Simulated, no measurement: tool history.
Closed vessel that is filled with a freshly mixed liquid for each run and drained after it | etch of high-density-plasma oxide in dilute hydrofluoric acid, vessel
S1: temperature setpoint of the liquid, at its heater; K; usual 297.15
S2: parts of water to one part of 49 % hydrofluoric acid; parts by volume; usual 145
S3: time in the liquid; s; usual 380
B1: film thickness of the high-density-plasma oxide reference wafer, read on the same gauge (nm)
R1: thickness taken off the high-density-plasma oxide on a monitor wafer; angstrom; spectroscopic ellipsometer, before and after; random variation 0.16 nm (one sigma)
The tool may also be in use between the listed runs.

{"run": 1, "day": 0.0, "S1": 297.15, "S2": 145, "S3": 380, "B1": 150.68, "R1": 178.8}
{"run": 2, "day": 1.858, "S1": 297.15, "S2": 145, "S3": 380, "B1": 150.93, "R1": 180.6}
{"run": 3, "day": 3.483, "S1": 297.15, "S2": 145, "S3": 380, "B1": 151.17, "R1": 180.0}
{"run": 4, "day": 5.979, "S1": 297.15, "S2": 145, "S3": 380, "B1": 151.49, "R1": 178.6}
{"run": 5, "day": 9.304, "S1": 297.15, "S2": 145, "S3": 380, "B1": 152.03, "R1": 179.1}
{"run": 6, "day": 11.571, "S1": 297.15, "S2": 145, "S3": 440, "B1": 152.39, "R1": 209.9}
{"run": 7, "day": 13.612, "S1": 297.15, "S2": 145, "S3": 440, "B1": 152.73, "R1": 208.1}
{"run": 8, "day": 16.383, "S1": 297.15, "S2": 125, "S3": 380, "B1": 153.25, "R1": 212.7}
{"run": 9, "day": 18.879, "S1": 297.15, "S2": 125, "S3": 380, "B1": 153.76, "R1": 214.2}
{"run": 10, "day": 21.562, "S1": 297.15, "S2": 145, "S3": 380, "B1": 154.29, "R1": 180.9}
{"run": 11, "day": 22.629, "S1": 297.15, "S2": 145, "S3": 380, "B1": 154.45, "R1": 183.4}
{"run": 12, "day": 25.433, "S1": 297.15, "S2": 145, "S3": 380, "B1": 155.12, "R1": 182.7}
{"run": 13, "day": 27.967, "S1": 292.65, "S2": 105, "S3": 150, "B1": 155.74, "R1": 87.2}
{"run": 14, "day": 29.179, "S1": 301.15, "S2": 125, "S3": 310, "B1": 155.93, "R1": 211.0}
{"day": 31.638, "done": "hydrofluoric acid flow meter replaced"}
{"run": 15, "day": 31.808, "S1": 297.15, "S2": 145, "S3": 380, "B1": 156.61, "R1": 183.0}
{"run": 16, "day": 32.9, "S1": 297.15, "S2": 145, "S3": 380, "B1": 156.89, "R1": 185.1}
{"day": 33.604, "done": "gauge calibrated"}
{"run": 17, "day": 34.033, "S1": 297.15, "S2": 145, "S3": 225, "B1": 149.26, "R1": 104.0}
{"run": 18, "day": 35.812, "S1": 299.15, "S2": 200, "S3": 225, "B1": 149.28, "R1": 77.0}
{"run": 19, "day": 36.971, "S1": 293.15, "S2": 210, "S3": 380, "B1": 149.26, "R1": 99.4}
{"day": 38.117, "done": "thermometer replaced"}
{"run": 20, "day": 38.75, "S1": 295.15, "S2": 200, "S3": 565, "B1": 149.32, "R1": 163.3}
{"run": 21, "day": 41.738, "S1": 295.65, "S2": 145, "S3": 380, "B1": 149.37, "R1": 164.6}
{"run": 22, "day": 44.058, "S1": 297.15, "S2": 145, "S3": 380, "B1": 149.46, "R1": 174.6}
{"run": 23, "day": 46.996, "S1": 299.15, "S2": 80, "S3": 475, "B1": 149.62, "R1": 468.7}
{"run": 24, "day": 49.375, "S1": 297.15, "S2": 145, "S3": 380, "B1": 149.7, "R1": 175.6}
{"run": 25, "day": 52.329, "S1": 292.15, "S2": 145, "S3": 315, "B1": 149.94, "R1": 117.8}
{"run": 26, "day": 53.983, "S1": 297.15, "S2": 85, "S3": 310, "B1": 150.03, "R1": 264.3}
{"run": 27, "day": 56.075, "S1": 301.15, "S2": 205, "S3": 380, "B1": 150.2, "R1": 132.3}
{"run": 28, "day": 64.783, "S1": 294.65, "S2": 100, "S3": 590, "B1": 151.11, "R1": 382.7}
{"run": 29, "day": 66.012, "S1": 301.65, "S2": 80, "S3": 440, "B1": 151.26, "R1": 486.7}
{"run": 30, "day": 67.567, "S1": 297.15, "S2": 145, "S3": 380, "B1": 151.47, "R1": 179.4}
{"run": 31, "day": 69.254, "S1": 297.15, "S2": 190, "S3": 380, "B1": 151.68, "R1": 131.1}

Some steps in R1 between neighbouring runs. How much of each would the tool show without its hidden state too (settings, what came in, random variation), and how much is left for the hidden state, with any gauge scatter that isn't in both results?
The hidden state here: liquid hotter than its thermometer reads (K); hydrofluoric acid flow below the setpoint (%); gauge reads high (%).
Run 12 -> 13: S1 297.15 -> 292.65, S2 145 -> 105, S3 380 -> 150. R1 -95.5 angstrom: hidden state -2.8, all else -92.7.
Run 13 -> 14: S1 292.65 -> 301.15, S2 105 -> 125, S3 150 -> 310. R1 +123.8 angstrom: hidden state +4.9, all else +118.9.
Run 16 -> 17: S3 380 -> 225, gauge calibrated. R1 -81.1 angstrom: hidden state -8.7, all else -72.4.
Run 22 -> 23: S1 297.15 -> 299.15, S2 145 -> 80, S3 380 -> 475. R1 +294.1 angstrom: hidden state -0.7, all else +294.8.
Run 23 -> 24: S1 299.15 -> 297.15, S2 80 -> 145, S3 475 -> 380. R1 -293.1 angstrom: hidden state +1.0, all else -294.1.
Run 29 -> 30: S1 301.65 -> 297.15, S2 80 -> 145, S3 440 -> 380. R1 -307.3 angstrom: hidden state -2.3, all else -305.0.
